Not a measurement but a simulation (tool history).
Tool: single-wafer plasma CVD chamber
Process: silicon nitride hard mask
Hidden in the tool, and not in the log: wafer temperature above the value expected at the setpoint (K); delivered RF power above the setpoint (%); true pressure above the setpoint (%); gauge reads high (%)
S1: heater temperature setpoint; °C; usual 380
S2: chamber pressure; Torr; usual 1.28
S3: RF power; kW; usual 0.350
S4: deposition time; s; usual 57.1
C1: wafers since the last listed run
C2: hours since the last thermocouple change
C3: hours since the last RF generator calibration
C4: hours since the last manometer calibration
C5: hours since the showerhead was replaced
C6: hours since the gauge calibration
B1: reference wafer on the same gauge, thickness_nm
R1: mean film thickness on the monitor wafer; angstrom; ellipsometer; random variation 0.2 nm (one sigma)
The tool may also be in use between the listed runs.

| run | hour | S1 | S2 | S3 | S4 | C1 | C2 | C3 | C4 | C5 | C6 | B1 | R1 |
|---|---|---|---|---|---|---|---|---|---|---|---|---|---|
| 1 | 0.0 | 380 | 1.28 | 0.350 | 57.1 | 0 | 1962.0 | 700.2 | 2562.5 | 3548.8 | 22.9 | 74.208 | 679.43 |
| 2 | 28.0 | 380 | 1.28 | 0.350 | 57.1 | 295 | 1990.0 | 728.2 | 2590.5 | 3576.8 | 50.9 | 74.182 | 673.49 |
| 3 | 44.6 | 380 | 1.28 | 0.350 | 57.1 | 175 | 2006.6 | 744.8 | 2607.1 | 3593.4 | 67.5 | 74.210 | 678.63 |
|  | 78.4 | capacitance manometer re-zeroed and calibrated |
|  | 94.6 | thermocouple changed; heater temperature recalibrated |
| 4 | 95.1 | 376 | 1.28 | 0.350 | 57.1 | 363 | 0.5 | 795.3 | 16.7 | 3643.9 | 118.0 | 74.195 | 677.65 |
| 5 | 104.9 | 376 | 1.28 | 0.350 | 57.1 | 103 | 10.3 | 805.1 | 26.5 | 3653.7 | 127.8 | 74.188 | 669.85 |
| 6 | 112.5 | 376 | 1.28 | 0.350 | 57.1 | 80 | 17.9 | 812.7 | 34.1 | 3661.3 | 135.4 | 74.222 | 671.09 |
|  | 117.2 | gauge calibrated |
| 7 | 126.7 | 375 | 1.08 | 0.350 | 57.1 | 149 | 32.1 | 826.9 | 48.3 | 3675.5 | 9.5 | 74.182 | 630.67 |
| 8 | 136.7 | 375 | 1.08 | 0.350 | 57.1 | 105 | 42.1 | 836.9 | 58.3 | 3685.5 | 19.5 | 74.204 | 627.59 |
| 9 | 147.9 | 375 | 1.08 | 0.350 | 57.1 | 118 | 53.3 | 848.1 | 69.5 | 3696.7 | 30.7 | 74.173 | 633.02 |
| 10 | 156.7 | 393 | 1.00 | 0.385 | 67.3 | 92 | 62.1 | 856.9 | 78.3 | 3705.5 | 39.5 | 74.160 | 761.74 |
| 11 | 167.2 | 380 | 1.28 | 0.350 | 53.9 | 110 | 72.6 | 867.4 | 88.8 | 3716.0 | 50.0 | 74.231 | 628.90 |
|  | 182.9 | showerhead replaced |
|  | 189.9 | RF generator calibrated |
| 12 | 190.4 | 394 | 1.28 | 0.350 | 49.1 | 86 | 95.8 | 0.5 | 112.0 | 7.5 | 73.2 | 74.179 | 597.53 |
| 13 | 190.7 | 380 | 1.00 | 0.350 | 63.8 | 3 | 96.1 | 0.8 | 112.3 | 7.8 | 73.5 | 74.214 | 714.17 |
| 14 | 199.0 | 380 | 1.28 | 0.350 | 57.1 | 87 | 104.4 | 9.1 | 120.6 | 16.1 | 81.8 | 74.217 | 697.88 |
| 15 | 212.0 | 380 | 1.28 | 0.350 | 57.1 | 137 | 117.4 | 22.1 | 133.6 | 29.1 | 94.8 | 74.228 | 697.42 |
| 16 | 228.3 | 369 | 1.28 | 0.350 | 67.2 | 171 | 133.7 | 38.4 | 149.9 | 45.4 | 111.1 | 74.180 | 820.02 |
| 17 | 242.9 | 370 | 1.50 | 0.405 | 62.7 | 153 | 148.3 | 53.0 | 164.5 | 60.0 | 125.7 | 74.208 | 884.72 |
| 18 | 259.8 | 380 | 1.28 | 0.370 | 57.1 | 178 | 165.2 | 69.9 | 181.4 | 76.9 | 142.6 | 74.224 | 721.42 |

Forecast each of these 5 alternatives for the next run:
| A | 260.2 | 380 | 1.28 | 0.350 | 57.1 | 4 | 165.6 | 70.3 | 181.8 | 77.3 | 143.0 | ? | ? |
| B | 260.2 | 380 | 1.28 | 0.410 | 61.4 | 4 | 165.6 | 70.3 | 181.8 | 77.3 | 143.0 | ? | ? |
| C | 260.2 | 380 | 1.28 | 0.285 | 57.1 | 4 | 165.6 | 70.3 | 181.8 | 77.3 | 143.0 | ? | ? |
| D | 260.2 | 392 | 1.28 | 0.350 | 57.1 | 4 | 165.6 | 70.3 | 181.8 | 77.3 | 143.0 | ? | ? |
| E | 260.2 | 391 | 1.12 | 0.350 | 57.1 | 4 | 165.6 | 70.3 | 181.8 | 77.3 | 143.0 | ? | ? |

| run | B1 | R1 |
|---|---|---|
| A | 74.243 | 697.95 |
| B | 74.243 | 825.23 |
| C | 74.243 | 612.47 |
| D | 74.243 | 694.89 |
| E | 74.243 | 663.97 |
Without the tool's hidden state the same runs would have given:
| run | R1 |
|---|---|
| A | 699.73 |
| B | 827.18 |
| C | 614.16 |
| D | 696.66 |
| E | 665.66 |
